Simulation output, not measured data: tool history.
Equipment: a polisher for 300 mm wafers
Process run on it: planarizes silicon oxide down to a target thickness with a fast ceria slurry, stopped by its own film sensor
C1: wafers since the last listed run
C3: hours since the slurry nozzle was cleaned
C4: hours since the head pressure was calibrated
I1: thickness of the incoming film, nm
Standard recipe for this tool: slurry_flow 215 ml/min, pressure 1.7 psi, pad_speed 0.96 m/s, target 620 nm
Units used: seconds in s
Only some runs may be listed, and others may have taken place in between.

run 1 hour=0.0 | slurry_flow=215 pressure=1.7 pad_speed=0.96 target=686 | C1=0 wafers_polished_on_this_pad=1677 C3=132.1 C4=56.2 | I1=1016.2 | seconds=32.7
-- hour=18.7 worn pad replaced by a new one
run 2 hour=34.6 | slurry_flow=215 pressure=1.7 pad_speed=0.96 target=620 | C1=387 wafers_polished_on_this_pad=201 C3=166.7 C4=90.8 | I1=1016.8 | seconds=41.0
run 3 hour=58.5 | slurry_flow=215 pressure=1.7 pad_speed=0.96 target=620 | C1=302 wafers_polished_on_this_pad=504 C3=190.6 C4=114.7 | I1=1017.9 | seconds=41.0
run 4 hour=88.8 | slurry_flow=215 pressure=1.7 pad_speed=0.96 target=620 | C1=383 wafers_polished_on_this_pad=888 C3=220.9 C4=145.0 | I1=1004.5 | seconds=39.6
run 5 hour=119.0 | slurry_flow=215 pressure=1.7 pad_speed=0.96 target=620 | C1=382 wafers_polished_on_this_pad=1270 C3=251.1 C4=175.2 | I1=1010.1 | seconds=39.9
run 6 hour=148.6 | slurry_flow=215 pressure=1.7 pad_speed=0.96 target=620 | C1=374 wafers_polished_on_this_pad=1645 C3=280.7 C4=204.8 | I1=1014.4 | seconds=41.5
-- hour=173.3 worn pad replaced by a new one
run 7 hour=181.4 | slurry_flow=215 pressure=1.7 pad_speed=0.96 target=620 | C1=364 wafers_polished_on_this_pad=102 C3=313.5 C4=237.6 | I1=995.2 | seconds=40.7
-- hour=203.0 slurry nozzle cleaned
run 8 hour=282.2 | slurry_flow=215 pressure=1.7 pad_speed=0.96 target=620 | C1=1264 wafers_polished_on_this_pad=1366 C3=79.2 C4=338.4 | I1=1020.2 | seconds=40.1
run 9 hour=296.3 | slurry_flow=215 pressure=1.7 pad_speed=0.84 target=620 | C1=178 wafers_polished_on_this_pad=1544 C3=93.3 C4=352.5 | I1=1000.6 | seconds=42.7
-- hour=321.0 worn pad replaced by a new one
run 10 hour=402.0 | slurry_flow=215 pressure=1.7 pad_speed=0.84 target=620 | C1=1288 wafers_polished_on_this_pad=1026 C3=199.0 C4=458.2 | I1=990.5 | seconds=42.8
run 11 hour=429.9 | slurry_flow=215 pressure=1.7 pad_speed=0.96 target=525 | C1=353 wafers_polished_on_this_pad=1379 C3=226.9 C4=486.1 | I1=1021.6 | seconds=50.9
-- hour=479.2 worn pad replaced by a new one
-- hour=492.0 slurry nozzle cleaned
run 12 hour=496.4 | slurry_flow=170 pressure=1.7 pad_speed=0.96 target=620 | C1=778 wafers_polished_on_this_pad=205 C3=4.4 C4=552.6 | I1=1027.3 | seconds=41.3
-- hour=522.9 head pressure recalibrated
run 13 hour=523.4 | slurry_flow=215 pressure=1.7 pad_speed=0.96 target=620 | C1=316 wafers_polished_on_this_pad=522 C3=31.4 C4=0.5 | I1=1027.6 | seconds=41.8
run 14 hour=540.6 | slurry_flow=165 pressure=1.1 pad_speed=0.72 target=558 | C1=217 wafers_polished_on_this_pad=740 C3=48.6 C4=17.7 | I1=1025.8 | seconds=91.4
run 15 hour=575.1 | slurry_flow=250 pressure=1.7 pad_speed=1.10 target=717 | C1=436 wafers_polished_on_this_pad=1177 C3=83.1 C4=52.2 | I1=987.6 | seconds=23.5
run 16 hour=598.4 | slurry_flow=215 pressure=1.7 pad_speed=0.66 target=666 | C1=295 wafers_polished_on_this_pad=1472 C3=106.4 C4=75.5 | I1=1012.5 | seconds=47.1
run 17 hour=625.7 | slurry_flow=215 pressure=1.7 pad_speed=0.96 target=620 | C1=345 wafers_polished_on_this_pad=1817 C3=133.7 C4=102.8 | I1=1000.1 | seconds=39.1
-- hour=630.5 worn pad replaced by a new one
run 18 hour=649.1 | slurry_flow=240 pressure=1.3 pad_speed=0.96 target=620 | C1=245 wafers_polished_on_this_pad=235 C3=157.1 C4=126.2 | I1=1009.6 | seconds=48.8
run 19 hour=668.7 | slurry_flow=185 pressure=1.5 pad_speed=1.10 target=620 | C1=248 wafers_polished_on_this_pad=484 C3=176.7 C4=145.8 | I1=1025.1 | seconds=42.9
run 20 hour=701.5 | slurry_flow=215 pressure=1.7 pad_speed=0.70 target=620 | C1=415 wafers_polished_on_this_pad=899 C3=209.5 C4=178.6 | I1=1003.1 | seconds=51.9
run 21 hour=720.9 | slurry_flow=215 pressure=1.7 pad_speed=0.96 target=713 | C1=245 wafers_polished_on_this_pad=1145 C3=228.9 C4=198.0 | I1=1008.4 | seconds=31.0
run 22 hour=741.4 | slurry_flow=215 pressure=1.9 pad_speed=0.96 target=620 | C1=259 wafers_polished_on_this_pad=1405 C3=249.4 C4=218.5 | I1=1026.5 | seconds=38.7
-- hour=773.3 worn pad replaced by a new one
run 23 hour=773.8 | slurry_flow=215 pressure=1.7 pad_speed=0.96 target=620 | C1=359 wafers_polished_on_this_pad=6 C3=281.8 C4=250.9 | I1=1017.4 | seconds=42.3
run 24 hour=803.4 | slurry_flow=215 pressure=1.7 pad_speed=0.66 target=620 | C1=374 wafers_polished_on_this_pad=381 C3=311.4 C4=280.5 | I1=1005.1 | seconds=56.1

Predict each of these 5 candidate next runs independently; none follows another, all start after run 24:
run A hour=803.8 | slurry_flow=290 pressure=1.7 pad_speed=0.96 target=620 | C1=5 wafers_polished_on_this_pad=386 C3=311.8 C4=280.9 | I1=998.0 | seconds=?
run B hour=803.8 | slurry_flow=140 pressure=1.2 pad_speed=1.28 target=525 | C1=5 wafers_polished_on_this_pad=386 C3=311.8 C4=280.9 | I1=998.0 | seconds=?
run C hour=803.8 | slurry_flow=260 pressure=1.7 pad_speed=0.72 target=665 | C1=5 wafers_polished_on_this_pad=386 C3=311.8 C4=280.9 | I1=998.0 | seconds=?
run D hour=803.8 | slurry_flow=215 pressure=1.7 pad_speed=0.96 target=678 | C1=5 wafers_polished_on_this_pad=386 C3=311.8 C4=280.9 | I1=998.0 | seconds=?
run E hour=803.8 | slurry_flow=215 pressure=2.1 pad_speed=1.08 target=697 | C1=5 wafers_polished_on_this_pad=386 C3=311.8 C4=280.9 | I1=998.0 | seconds=?

run=A seconds=38.4
run=B seconds=57.3
run=C seconds=43.9
run=D seconds=34.0
run=E seconds=23.8
Without the tool's hidden state the same runs would have given:
run=A seconds=36.3
run=B seconds=51.9
run=C seconds=41.3
run=D seconds=31.6
run=E seconds=22.2
